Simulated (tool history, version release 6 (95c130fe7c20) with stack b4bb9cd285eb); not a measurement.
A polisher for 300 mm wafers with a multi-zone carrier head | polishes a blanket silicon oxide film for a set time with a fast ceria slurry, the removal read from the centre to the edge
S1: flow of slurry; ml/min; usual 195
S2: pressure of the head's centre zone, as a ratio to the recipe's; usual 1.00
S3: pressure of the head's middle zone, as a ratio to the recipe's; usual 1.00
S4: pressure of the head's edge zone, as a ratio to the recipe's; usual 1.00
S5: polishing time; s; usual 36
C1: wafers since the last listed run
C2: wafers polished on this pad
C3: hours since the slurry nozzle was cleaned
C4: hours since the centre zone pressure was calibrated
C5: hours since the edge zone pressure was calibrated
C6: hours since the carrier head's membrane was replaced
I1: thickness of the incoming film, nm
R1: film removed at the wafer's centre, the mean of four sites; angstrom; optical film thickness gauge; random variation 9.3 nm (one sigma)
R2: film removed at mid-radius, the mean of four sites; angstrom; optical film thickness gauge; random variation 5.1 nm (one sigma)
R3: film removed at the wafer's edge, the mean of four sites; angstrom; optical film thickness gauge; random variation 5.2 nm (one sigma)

run	day	S1	S2	S3	S4	S5	C1	C2	C3	C4	C5	C6	I1	R1	R2	R3
1	0.000	195	1.05	1.00	0.93	36	0	840	165.3	223.3	778.9	851.0	3661.2	7484	7517	6932
2	1.171	195	1.00	1.00	1.00	36	265	1105	193.4	251.4	807.0	879.1	3614.1	6954	7356	7015
# day 2.596: carrier head's membrane replaced by a new one
3	2.617	195	1.00	1.00	1.12	31	280	1386	228.1	286.1	841.7	0.5	3633.8	5970	6164	6278
# day 3.608: worn pad replaced by a new one
4	3.629	195	1.00	1.00	1.07	40	191	5	252.4	310.4	866.0	24.8	3694.2	8314	8700	8492
5	4.562	195	1.00	1.00	1.00	42	211	216	274.8	332.8	888.4	47.2	3702.1	8769	9006	8534
6	5.079	125	0.93	1.00	0.97	47	117	334	287.2	345.2	900.8	59.6	3724.1	8509	9401	9014
7	5.658	195	1.00	1.00	1.00	36	131	465	301.1	359.1	914.7	73.5	3608.5	7266	7567	7309
# day 5.979: centre zone pressure recalibrated
8	6.850	260	1.05	1.10	1.00	36	251	717	329.7	20.9	943.3	102.1	3636.6	7453	8340	7397
# day 7.575: edge zone pressure recalibrated
9	7.958	195	1.05	1.06	0.94	36	232	949	356.3	47.5	9.2	128.7	3606.7	7305	7669	6785
10	8.996	195	1.00	1.00	1.00	36	235	1185	381.2	72.4	34.1	153.6	3621.2	6961	7182	6846
11	9.879	195	1.00	1.05	1.00	36	200	1385	402.4	93.6	55.3	174.8	3705.1	6795	7418	6818
12	10.921	155	0.90	1.09	0.95	36	236	1622	427.4	118.6	80.3	199.8	3596.9	6033	7302	6399
13	11.529	195	1.00	1.00	1.00	36	138	1760	442.0	133.2	94.9	214.4	3700.6	6682	6959	6673
14	12.233	145	0.94	1.00	1.04	42	159	1920	458.9	150.1	111.8	231.3	3678.4	7017	7618	7583
# day 12.858: worn pad replaced by a new one
15	13.000	170	1.00	1.00	1.11	25	136	31	477.3	168.5	130.2	249.7	3679.8	5234	5381	5406
16	13.742	195	1.00	1.00	1.07	36	168	200	495.1	186.3	148.0	267.5	3603.6	7582	7783	7681
17	14.529	230	1.00	1.00	1.00	36	178	378	514.0	205.2	166.9	286.4	3629.6	7514	7903	7434
18	15.429	195	1.00	0.94	1.00	36	204	583	535.6	226.8	188.5	308.0	3680.9	7477	7228	7282
19	16.708	165	1.00	0.93	0.92	42	290	873	566.3	257.5	219.2	338.7	3655.6	8152	7968	7844
20	18.133	195	1.07	1.00	1.09	36	323	1196	600.5	291.7	253.4	372.9	3662.9	7311	7264	7204
# day 18.333: centre zone pressure recalibrated
# day 21.004: worn pad replaced by a new one
21	21.579	195	1.06	1.00	1.00	36	725	130	683.2	77.9	336.1	455.6	3647.7	7898	7837	7595

The tool's hidden state at each run:
slurry flow missing at the pad, %: 0 in every run
deviation of the centre zone's pressure from its setpoint, %: 0 in every run
deviation of the edge zone's pressure from its setpoint, %: 0 in every run
H1: removal rate lost through wear of the pad, %
run	H1
1	5.91
2	7.56
3	9.59
4	1.9
5	3.21
6	3.94
7	4.75
8	6.42
9	7.98
10	9.44
11	10.7
12	12.1
13	13
14	14
15	1.15
16	2.19
17	3.3
18	4.56
19	6.36
20	8.36
21	1.63
